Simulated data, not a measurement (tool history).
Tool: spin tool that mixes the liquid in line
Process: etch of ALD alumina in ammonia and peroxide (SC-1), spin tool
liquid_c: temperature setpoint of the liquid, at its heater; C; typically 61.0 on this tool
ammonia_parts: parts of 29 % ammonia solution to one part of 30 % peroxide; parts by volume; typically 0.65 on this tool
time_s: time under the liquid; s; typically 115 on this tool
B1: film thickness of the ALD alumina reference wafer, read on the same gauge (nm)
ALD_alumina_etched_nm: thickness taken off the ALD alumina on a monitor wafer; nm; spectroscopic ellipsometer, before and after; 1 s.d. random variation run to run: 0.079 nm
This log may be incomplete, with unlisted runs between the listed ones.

run 1 hour=0.0 | liquid_c=65.5 ammonia_parts=0.65 time_s=130 | B1=30.03 | ALD_alumina_etched_nm=22.45
run 2 hour=80.1 | liquid_c=61.0 ammonia_parts=0.65 time_s=115 | B1=30.00 | ALD_alumina_etched_nm=15.86
run 3 hour=127.9 | liquid_c=61.0 ammonia_parts=0.65 time_s=115 | B1=30.00 | ALD_alumina_etched_nm=15.92
run 4 hour=221.2 | liquid_c=51.5 ammonia_parts=0.75 time_s=180 | B1=30.00 | ALD_alumina_etched_nm=15.23
run 5 hour=263.0 | liquid_c=61.0 ammonia_parts=0.50 time_s=90 | B1=30.02 | ALD_alumina_etched_nm=12.10
-- hour=316.3 new drum of ammonia solution connected
run 6 hour=339.2 | liquid_c=61.0 ammonia_parts=0.40 time_s=60 | B1=30.01 | ALD_alumina_etched_nm=7.86
-- hour=351.1 ammonia flow meter replaced
run 7 hour=396.7 | liquid_c=66.0 ammonia_parts=0.75 time_s=160 | B1=30.02 | ALD_alumina_etched_nm=28.72
run 8 hour=461.7 | liquid_c=52.0 ammonia_parts=0.55 time_s=180 | B1=29.95 | ALD_alumina_etched_nm=15.12
-- hour=489.6 thermometer replaced
run 9 hour=543.4 | liquid_c=54.0 ammonia_parts=0.65 time_s=115 | B1=30.03 | ALD_alumina_etched_nm=10.91
run 10 hour=641.4 | liquid_c=61.0 ammonia_parts=0.65 time_s=115 | B1=29.96 | ALD_alumina_etched_nm=15.77
run 11 hour=681.6 | liquid_c=53.0 ammonia_parts=0.75 time_s=180 | B1=30.00 | ALD_alumina_etched_nm=16.38
run 12 hour=733.4 | liquid_c=61.0 ammonia_parts=0.65 time_s=115 | B1=30.00 | ALD_alumina_etched_nm=15.64
run 13 hour=802.6 | liquid_c=66.0 ammonia_parts=0.45 time_s=155 | B1=29.97 | ALD_alumina_etched_nm=26.40
run 14 hour=868.7 | liquid_c=57.0 ammonia_parts=0.85 time_s=90 | B1=30.02 | ALD_alumina_etched_nm=10.28
run 15 hour=906.8 | liquid_c=69.0 ammonia_parts=0.90 time_s=170 | B1=29.96 | ALD_alumina_etched_nm=35.81
run 16 hour=967.0 | liquid_c=61.0 ammonia_parts=0.65 time_s=115 | B1=30.02 | ALD_alumina_etched_nm=15.58
run 17 hour=1119.0 | liquid_c=70.0 ammonia_parts=0.80 time_s=150 | B1=30.00 | ALD_alumina_etched_nm=32.66
run 18 hour=1156.3 | liquid_c=61.0 ammonia_parts=0.65 time_s=115 | B1=29.94 | ALD_alumina_etched_nm=15.77
-- hour=1203.8 ammonia flow meter replaced
run 19 hour=1235.4 | liquid_c=61.0 ammonia_parts=0.45 time_s=155 | B1=29.99 | ALD_alumina_etched_nm=20.31
-- hour=1261.2 new drum of ammonia solution connected
run 20 hour=1328.5 | liquid_c=56.5 ammonia_parts=0.80 time_s=145 | B1=29.99 | ALD_alumina_etched_nm=15.87
run 21 hour=1405.8 | liquid_c=61.0 ammonia_parts=0.85 time_s=65 | B1=30.02 | ALD_alumina_etched_nm=9.07
run 22 hour=1511.9 | liquid_c=61.0 ammonia_parts=0.65 time_s=115 | B1=29.98 | ALD_alumina_etched_nm=15.51
run 23 hour=1588.9 | liquid_c=57.0 ammonia_parts=0.85 time_s=90 | B1=30.00 | ALD_alumina_etched_nm=10.31
run 24 hour=1675.6 | liquid_c=61.0 ammonia_parts=0.65 time_s=115 | B1=30.01 | ALD_alumina_etched_nm=15.64
run 25 hour=1740.6 | liquid_c=61.0 ammonia_parts=0.65 time_s=80 | B1=30.00 | ALD_alumina_etched_nm=10.82

A few steps of ALD_alumina_etched_nm between consecutive runs. Split each: what settings, incoming material and random variation would produce without the hidden state, and what is left over for the hidden state, along with gauge scatter present in only one of the two compared results (measured, and without hidden state):
What the log doesn't record here: liquid colder than its thermometer reads (K); ammonia flow below the setpoint (%); temperature lost on the way to the wafer (K); ammonia solution weaker than its label (%); gauge reads high (%).
Run 6 -> 7: liquid_c 61.0 -> 66.0, ammonia_parts 0.40 -> 0.75, time_s 60 -> 160, ammonia flow meter replaced. ALD_alumina_etched_nm +20.86 nm: hidden state -0.16, all else +21.02.
Run 14 -> 15: liquid_c 57.0 -> 69.0, ammonia_parts 0.85 -> 0.90, time_s 90 -> 170. ALD_alumina_etched_nm +25.53 nm: hidden state -0.31, all else +25.84.
Run 16 -> 17: liquid_c 61.0 -> 70.0, ammonia_parts 0.65 -> 0.80, time_s 115 -> 150. ALD_alumina_etched_nm +17.08 nm: hidden state -0.25, all else +17.33.
